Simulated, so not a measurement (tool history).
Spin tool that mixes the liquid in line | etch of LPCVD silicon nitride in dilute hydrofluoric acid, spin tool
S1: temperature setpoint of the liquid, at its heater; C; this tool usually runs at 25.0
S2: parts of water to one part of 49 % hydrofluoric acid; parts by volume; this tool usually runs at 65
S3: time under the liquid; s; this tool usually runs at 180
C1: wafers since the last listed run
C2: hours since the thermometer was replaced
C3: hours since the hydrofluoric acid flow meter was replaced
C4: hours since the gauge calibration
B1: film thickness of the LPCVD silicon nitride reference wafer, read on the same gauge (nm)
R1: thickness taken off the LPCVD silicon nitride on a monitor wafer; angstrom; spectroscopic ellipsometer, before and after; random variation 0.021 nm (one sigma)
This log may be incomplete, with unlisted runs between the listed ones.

run,hour,S1,S2,S3,C1,C2,C3,C4,B1,R1
1,0.0,26.5,65,180,0,1047.0,1475.4,177.4,39.977,13.33
2,17.5,26.5,65,180,141,1064.5,1492.9,194.9,40.021,13.55
3,30.9,25.0,65,180,108,1077.9,1506.3,208.3,40.030,12.26
4,40.3,25.0,65,180,76,1087.3,1515.7,217.7,39.981,12.00
# hour 48.7: gauge calibrated
5,49.3,25.0,90,180,72,1096.3,1524.7,0.6,39.997,8.86
6,59.3,25.0,65,125,80,1106.3,1534.7,10.6,39.991,8.39
7,73.9,25.0,65,125,118,1120.9,1549.3,25.2,40.025,8.67
8,83.4,25.0,65,125,76,1130.4,1558.8,34.7,40.016,8.46
9,89.8,26.0,65,180,51,1136.8,1565.2,41.1,40.021,13.14
10,96.5,25.0,65,180,54,1143.5,1571.9,47.8,39.984,12.41
11,146.5,25.0,65,180,404,1193.5,1621.9,97.8,40.023,11.74
12,162.7,25.0,65,180,131,1209.7,1638.1,114.0,39.986,11.98

Run 13 is up next; what results do you expect?
13,171.2,25.0,65,125,68,1218.2,1646.6,122.5,?,?

Run 13 produced B1 39.989, R1 8.69 angstrom.
Take away the tool's hidden state, keep the run-to-run variation as it was, and the same run would have given R1 8.69 angstrom.
